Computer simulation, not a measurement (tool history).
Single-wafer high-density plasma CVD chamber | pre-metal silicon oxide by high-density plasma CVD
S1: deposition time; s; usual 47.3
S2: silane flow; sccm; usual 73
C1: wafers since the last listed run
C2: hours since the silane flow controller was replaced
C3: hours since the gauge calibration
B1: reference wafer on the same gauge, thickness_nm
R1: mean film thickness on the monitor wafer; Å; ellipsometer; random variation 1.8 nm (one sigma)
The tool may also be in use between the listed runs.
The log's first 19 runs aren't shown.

run 20 day=22.675 | S1=47.3 S2=73 | C1=610 C2=151.4 C3=614.8 | B1=408.056 | R1=3487.83
run 21 day=23.888 | S1=47.3 S2=73 | C1=925 C2=180.5 C3=643.9 | B1=407.408 | R1=3494.43
run 22 day=24.854 | S1=50.7 S2=73 | C1=737 C2=203.7 C3=667.1 | B1=407.338 | R1=3712.06
run 23 day=26.238 | S1=50.7 S2=73 | C1=1055 C2=236.9 C3=700.3 | B1=407.67 | R1=3681.59
run 24 day=29.358 | S1=47.3 S2=73 | C1=2382 C2=311.8 C3=775.2 | B1=407.757 | R1=3447.88
run 25 day=30.017 | S1=53.7 S2=73 | C1=502 C2=327.6 C3=791 | B1=406.678 | R1=3952.92
run 26 day=30.592 | S1=47.3 S2=73 | C1=438 C2=341.4 C3=804.8 | B1=406.714 | R1=3457.87
run 27 day=31.5 | S1=53 S2=73 | C1=693 C2=363.2 C3=826.6 | B1=407.011 | R1=3845.92
run 28 day=32.362 | S1=43.5 S2=82 | C1=658 C2=383.9 C3=847.3 | B1=406.627 | R1=3554.92
run 29 day=33.046 | S1=47.3 S2=73 | C1=521 C2=400.3 C3=863.7 | B1=407.385 | R1=3441.5
run 30 day=34.083 | S1=47.3 S2=73 | C1=791 C2=425.2 C3=888.6 | B1=406.671 | R1=3432.35
run 31 day=35.504 | S1=47.3 S2=73 | C1=1084 C2=459.3 C3=922.7 | B1=406.642 | R1=3435
run 32 day=36.721 | S1=38.4 S2=87 | C1=928 C2=488.5 C3=951.9 | B1=407.202 | R1=3356.98
run 33 day=38.092 | S1=47.3 S2=73 | C1=1046 C2=521.4 C3=984.8 | B1=405.179 | R1=3458.84
run 34 day=39.408 | S1=47.3 S2=73 | C1=1004 C2=553 C3=1016.4 | B1=406.145 | R1=3466.93
run 35 day=40.229 | S1=49.8 S2=63 | C1=626 C2=572.7 C3=1036.1 | B1=406.573 | R1=3138.3
run 36 day=41.517 | S1=40.8 S2=61 | C1=982 C2=603.6 C3=1067 | B1=405.591 | R1=2480.16
run 37 day=42.367 | S1=47.3 S2=73 | C1=648 C2=624 C3=1087.4 | B1=406.758 | R1=3454.14
-- day=43.658 gauge calibrated
run 38 day=45.454 | S1=40.3 S2=85 | C1=2356 C2=698.1 C3=43.1 | B1=426.28 | R1=3595.9
run 39 day=46.662 | S1=41 S2=87 | C1=922 C2=727.1 C3=72.1 | B1=424.593 | R1=3712.59
run 40 day=47.292 | S1=47.3 S2=73 | C1=480 C2=742.2 C3=87.2 | B1=424.213 | R1=3599.02
run 41 day=48.429 | S1=47.3 S2=61 | C1=868 C2=769.5 C3=114.5 | B1=422.66 | R1=2996.13
run 42 day=49.279 | S1=49.7 S2=73 | C1=648 C2=789.9 C3=134.9 | B1=421.528 | R1=3749.05
run 43 day=52.217 | S1=42.3 S2=64 | C1=2242 C2=860.4 C3=205.4 | B1=419.683 | R1=2790
run 44 day=53.071 | S1=47.3 S2=73 | C1=651 C2=880.9 C3=225.9 | B1=419.473 | R1=3561.56

The next listed run, before its measurement:
run 45 day=53.604 | S1=47.3 S2=64 | C1=407 C2=893.7 C3=238.7 | B1=? | R1=?

B1: 418.593
R1: 3120.49 Å
Without the tool's hidden state the same run would have given R1 3171.44 Å.
